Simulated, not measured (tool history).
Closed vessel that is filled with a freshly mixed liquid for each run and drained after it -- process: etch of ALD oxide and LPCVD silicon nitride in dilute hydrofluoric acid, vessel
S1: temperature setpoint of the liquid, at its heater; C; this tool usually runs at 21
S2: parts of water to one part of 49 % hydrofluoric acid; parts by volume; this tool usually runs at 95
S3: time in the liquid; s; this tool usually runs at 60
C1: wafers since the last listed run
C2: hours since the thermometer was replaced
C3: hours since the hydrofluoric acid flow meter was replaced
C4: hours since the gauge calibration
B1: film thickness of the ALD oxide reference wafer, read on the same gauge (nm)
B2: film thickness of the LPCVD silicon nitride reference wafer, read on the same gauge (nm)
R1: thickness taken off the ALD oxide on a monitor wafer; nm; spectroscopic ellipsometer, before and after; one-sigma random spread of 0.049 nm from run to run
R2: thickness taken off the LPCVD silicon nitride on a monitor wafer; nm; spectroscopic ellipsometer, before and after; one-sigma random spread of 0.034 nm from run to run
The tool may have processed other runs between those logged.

run,hour,S1,S2,S3,C1,C2,C3,C4,B1,B2,R1,R2
1,0,24,95,60,0,358.6,546,557.3,109.97,89.99,7.02,0.39
2,83.2,21,95,60,9868,441.8,629.2,640.5,110.01,89.991,6.34,0.267
3,174.7,21,95,60,10853,533.3,720.7,732,109.99,90.024,6.29,0.257
4,479.4,21,95,60,36141,838,1025.4,1036.7,110,90.022,6.58,0.274
# hour 492.7: thermometer replaced
5,585.8,21,95,60,12501,93.1,1131.8,1143.1,110,89.996,6.23,0.23
# hour 588: hydrofluoric acid flow meter replaced
6,632.8,24.5,60,60,5456,140.1,44.8,1190.1,110,90.022,11.74,0.723
7,679.5,24.5,60,60,5539,186.8,91.5,1236.8,110.02,89.982,11.65,0.484
8,781.6,19.5,95,60,12110,288.9,193.6,1338.9,109.98,90.001,5.8,0.291
# hour 790.5: gauge calibrated
9,874.3,21,95,60,10995,381.6,286.3,83.8,110,89.993,6.37,0.271
10,978.2,21,145,30,12323,485.5,390.2,187.7,109.95,89.997,1.97,0.105
11,1041,21,95,85,7448,548.3,453,250.5,109.97,89.973,8.98,0.524
12,1114.1,17,50,35,8670,621.4,526.1,323.6,109.99,90.003,6.44,0.272
13,1209.2,17.5,95,60,11280,716.5,621.2,418.7,110,90.019,5.69,0.297
14,1309,21,80,60,11837,816.3,721,518.5,110.01,89.991,7.88,0.455

What the log doesn't show, run by run:
hydrofluoric acid flow below the setpoint (%): 0 at every run
gauge reads high (%): 0 at every run
H1: liquid hotter than its thermometer reads (K)
run,H1
1,1.11
2,1.34
3,1.59
4,2.42
5,0.436
6,0.565
7,0.693
8,0.972
9,1.23
10,1.51
11,1.68
12,1.88
13,2.14
14,2.42

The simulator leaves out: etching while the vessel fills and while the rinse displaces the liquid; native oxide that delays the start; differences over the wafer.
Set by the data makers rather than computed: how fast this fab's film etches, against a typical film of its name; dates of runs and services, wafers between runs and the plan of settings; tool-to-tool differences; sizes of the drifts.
